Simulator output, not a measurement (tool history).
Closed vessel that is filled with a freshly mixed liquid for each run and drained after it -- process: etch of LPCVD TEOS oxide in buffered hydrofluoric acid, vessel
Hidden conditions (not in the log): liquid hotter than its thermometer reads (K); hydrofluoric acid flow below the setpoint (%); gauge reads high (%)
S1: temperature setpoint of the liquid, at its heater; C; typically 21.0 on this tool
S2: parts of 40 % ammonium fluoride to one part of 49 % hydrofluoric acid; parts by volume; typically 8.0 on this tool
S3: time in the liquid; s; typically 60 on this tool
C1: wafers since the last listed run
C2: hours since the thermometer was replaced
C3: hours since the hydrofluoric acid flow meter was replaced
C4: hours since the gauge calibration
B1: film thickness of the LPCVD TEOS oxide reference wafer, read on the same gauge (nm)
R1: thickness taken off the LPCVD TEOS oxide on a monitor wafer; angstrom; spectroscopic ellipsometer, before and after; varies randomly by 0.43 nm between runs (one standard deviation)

run,hour,S1,S2,S3,C1,C2,C3,C4,B1,R1
1,0.0,21.0,8.0,60,0,574.1,1092.7,270.4,130.03,1065.8
# hour 13.5: gauge calibrated
2,21.9,21.0,8.0,60,2006,596.0,1114.6,8.4,130.00,1066.9
3,57.0,21.0,8.0,60,3216,631.1,1149.7,43.5,130.03,1067.2
4,76.9,21.0,8.0,60,1823,651.0,1169.6,63.4,129.96,1063.3
5,106.0,21.0,8.0,60,2666,680.1,1198.7,92.5,130.03,1063.0
6,131.0,21.0,8.0,60,2290,705.1,1223.7,117.5,130.00,1058.2
7,148.2,21.0,8.0,60,1575,722.3,1240.9,134.7,130.01,1068.9
8,163.0,21.0,8.0,60,1356,737.1,1255.7,149.5,130.01,1058.4
9,194.4,21.0,8.0,60,2877,768.5,1287.1,180.9,130.00,1054.9
10,210.1,21.0,6.5,60,1438,784.2,1302.8,196.6,129.97,1325.5
11,242.9,21.0,6.5,60,3005,817.0,1335.6,229.4,129.98,1325.2
12,275.9,21.0,8.0,85,3023,850.0,1368.6,262.4,130.01,1493.5
# hour 293.2: thermometer replaced
13,296.6,21.0,6.5,70,1805,3.4,1389.3,283.1,130.04,1540.7
14,322.8,17.0,7.0,40,2400,29.6,1415.5,309.3,129.98,650.5
15,340.2,23.0,7.0,75,1594,47.0,1432.9,326.7,130.00,1683.5
# hour 370.0: hydrofluoric acid flow meter replaced
16,375.7,23.0,8.0,60,3161,82.5,5.7,362.2,130.02,1092.3
# hour 386.2: gauge calibrated
17,411.6,24.0,9.5,60,3289,118.4,41.6,25.4,130.04,996.3
18,428.5,21.0,10.0,45,1548,135.3,58.5,42.3,130.01,597.4
19,460.9,25.5,6.5,60,2968,167.7,90.9,74.7,130.02,1533.5
20,473.5,25.5,10.0,45,1154,180.3,103.5,87.3,130.00,771.8
# hour 493.8: hydrofluoric acid flow meter replaced, repeated, since the last time left the tool worse
21,497.4,21.0,9.5,60,2098,204.2,3.6,111.2,129.98,967.5
22,518.2,21.0,8.0,85,1905,225.0,24.4,132.0,130.01,1600.4
23,551.6,17.0,8.0,60,3060,258.4,57.8,165.4,130.00,902.5
24,587.1,21.0,8.0,95,3252,293.9,93.3,200.9,129.99,1780.5
25,616.1,21.0,8.0,60,2657,322.9,122.3,229.9,129.97,1125.4

Branching from run 25: 4 alternative next runs. What would each branch give?
A,616.8,21.0,8.0,60,64,323.6,123.0,230.6,?,?
B,616.8,18.5,10.0,90,64,323.6,123.0,230.6,?,?
C,616.8,18.5,5.5,70,64,323.6,123.0,230.6,?,?
D,616.8,19.0,8.0,30,64,323.6,123.0,230.6,?,?

run,B1,R1
A,130.00,1119.5
B,130.00,1204.6
C,130.00,1621.6
D,130.00,500.5
Take away the tool's hidden state, keep each run's random variation, and the runs would have read:
run,R1
A,1142.0
B,1226.2
C,1646.8
D,510.6
